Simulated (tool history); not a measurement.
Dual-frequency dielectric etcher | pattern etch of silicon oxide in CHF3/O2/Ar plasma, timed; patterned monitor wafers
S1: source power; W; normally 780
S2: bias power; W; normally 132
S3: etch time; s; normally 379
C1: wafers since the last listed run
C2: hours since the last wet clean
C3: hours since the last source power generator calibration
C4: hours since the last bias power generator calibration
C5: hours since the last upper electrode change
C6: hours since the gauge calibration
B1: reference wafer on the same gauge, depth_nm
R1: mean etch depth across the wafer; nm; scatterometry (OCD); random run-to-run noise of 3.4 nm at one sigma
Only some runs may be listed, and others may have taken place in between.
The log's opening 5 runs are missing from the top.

| run | hour | S1 | S2 | S3 | C1 | C2 | C3 | C4 | C5 | C6 | B1 | R1 |
|---|---|---|---|---|---|---|---|---|---|---|---|---|
|  | 362.7 | source power generator calibrated |
| 6 | 394.2 | 780 | 132 | 379 | 612 | 203.8 | 31.5 | 3551.5 | 1555.9 | 1573.3 | 927.1 | 783.1 |
| 7 | 444.3 | 780 | 132 | 379 | 197 | 253.9 | 81.6 | 3601.6 | 1606 | 1623.4 | 926.2 | 780.2 |
| 8 | 497.5 | 780 | 132 | 379 | 209 | 307.1 | 134.8 | 3654.8 | 1659.2 | 1676.6 | 927.2 | 777 |
| 9 | 556.7 | 780 | 132 | 379 | 233 | 366.3 | 194 | 3714 | 1718.4 | 1735.8 | 926 | 771.9 |
|  | 626.3 | wet clean of the chamber |
| 10 | 626.8 | 780 | 132 | 379 | 181 | 0.5 | 264.1 | 3784.1 | 1788.5 | 1805.9 | 927.4 | 800.3 |
| 11 | 687.3 | 780 | 132 | 379 | 238 | 61 | 324.6 | 3844.6 | 1849 | 1866.4 | 927.3 | 795.4 |
| 12 | 756.8 | 890 | 143 | 379 | 273 | 130.5 | 394.1 | 3914.1 | 1918.5 | 1935.9 | 927 | 859.8 |
| 13 | 792.2 | 930 | 150 | 408 | 139 | 165.9 | 429.5 | 3949.5 | 1953.9 | 1971.3 | 927.1 | 953 |
| 14 | 829.6 | 640 | 143 | 328 | 147 | 203.3 | 466.9 | 3986.9 | 1991.3 | 2008.7 | 926.2 | 667.3 |
|  | 866.2 | bias power generator calibrated |
| 15 | 890.3 | 780 | 132 | 303 | 223 | 264 | 527.6 | 24.1 | 2052 | 2069.4 | 927.1 | 629.6 |
|  | 937.4 | upper electrode replaced, of another model than before |
| 16 | 937.9 | 780 | 132 | 379 | 92 | 311.6 | 575.2 | 71.7 | 0.5 | 2117 | 927.3 | 780.1 |

Forecast run 17:
| 17 | 990.3 | 780 | 132 | 379 | 206 | 364 | 627.6 | 124.1 | 52.9 | 2169.4 | ? | ? |

B1: 927.2
R1: 780.4 nm
With no hidden state in the tool, this same run would have given R1 794.6 nm.
